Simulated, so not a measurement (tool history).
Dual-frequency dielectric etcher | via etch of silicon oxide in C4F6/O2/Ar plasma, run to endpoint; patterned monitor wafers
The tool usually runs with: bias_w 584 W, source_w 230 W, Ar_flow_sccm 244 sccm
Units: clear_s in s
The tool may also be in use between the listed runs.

run	hour	bias_w	source_w	Ar_flow_sccm	wafers since the last listed run	hours since the last wet clean	hours since the last bias power generator calibration	hours since the last source power generator calibration	hours since the last Ar flow controller change	hours since the last upper electrode change	incoming incoming film thickness, nm	clear_s
1	0.0	584	230	244	0	396.2	2975.8	2304.3	2365.9	3976.4	64.3	16.6
# hour 104.5: wet clean of the chamber
2	105.0	552	230	244	892	0.5	3080.8	2409.3	2470.9	4081.4	64.1	16.9
3	186.9	552	230	244	902	82.4	3162.7	2491.2	2552.8	4163.3	63.3	16.5
4	248.6	552	230	244	679	144.1	3224.4	2552.9	2614.5	4225.0	63.7	16.7
5	316.3	584	280	244	746	211.8	3292.1	2620.6	2682.2	4292.7	64.5	15.7
6	371.6	584	280	244	609	267.1	3347.4	2675.9	2737.5	4348.0	64.2	15.5
7	426.1	584	280	244	600	321.6	3401.9	2730.4	2792.0	4402.5	63.9	15.5
# hour 457.6: upper electrode replaced
8	469.5	584	230	211	213	365.0	3445.3	2773.8	2835.4	11.9	63.4	16.3
# hour 538.8: wet clean of the chamber
9	539.3	584	230	211	504	0.5	3515.1	2843.6	2905.2	81.7	64.2	16.2
10	606.9	584	230	244	744	68.1	3582.7	2911.2	2972.8	149.3	63.6	16.3
11	696.4	584	230	244	986	157.6	3672.2	3000.7	3062.3	238.8	63.7	16.4
12	759.9	490	230	244	699	221.1	3735.7	3064.2	3125.8	302.3	64.0	17.6
13	811.6	584	230	244	569	272.8	3787.4	3115.9	3177.5	354.0	63.9	16.4
14	883.0	584	230	244	786	344.2	3858.8	3187.3	3248.9	425.4	63.7	16.2
# hour 900.6: Ar flow controller replaced
# hour 908.3: bias power generator calibrated
# hour 951.6: wet clean of the chamber
15	973.5	584	230	279	622	21.9	65.2	3277.8	72.9	515.9	64.2	16.6
16	1011.2	440	230	244	415	59.6	102.9	3315.5	110.6	553.6	64.2	18.5
17	1060.0	584	230	244	537	108.4	151.7	3364.3	159.4	602.4	64.1	16.5
# hour 1073.0: source power generator calibrated
18	1098.9	482	230	287	384	147.3	190.6	25.9	198.3	641.3	63.4	17.9
19	1181.5	495	230	279	910	229.9	273.2	108.5	280.9	723.9	63.5	17.5
20	1282.3	584	230	219	1110	330.7	374.0	209.3	381.7	824.7	64.3	16.5
21	1387.5	639	230	270	1159	435.9	479.2	314.5	486.9	929.9	63.8	15.9
# hour 1464.8: wet clean of the chamber
22	1465.3	584	230	244	592	0.5	557.0	392.3	564.7	1007.7	63.7	16.3

Consider 3 possible next runs. They are alternatives, not a sequence: every one starts from the tool as it was left by run 22. What does each give?
A	1465.7	584	230	260	4	0.9	557.4	392.7	565.1	1008.1	63.6	?
B	1465.7	584	230	291	4	0.9	557.4	392.7	565.1	1008.1	63.6	?
C	1465.7	514	250	303	4	0.9	557.4	392.7	565.1	1008.1	63.6	?

run	clear_s
A	16.5
B	16.6
C	17.1
Had the tool no hidden state, the same runs would have come out as:
run	clear_s
A	16.5
B	16.6
C	17.1
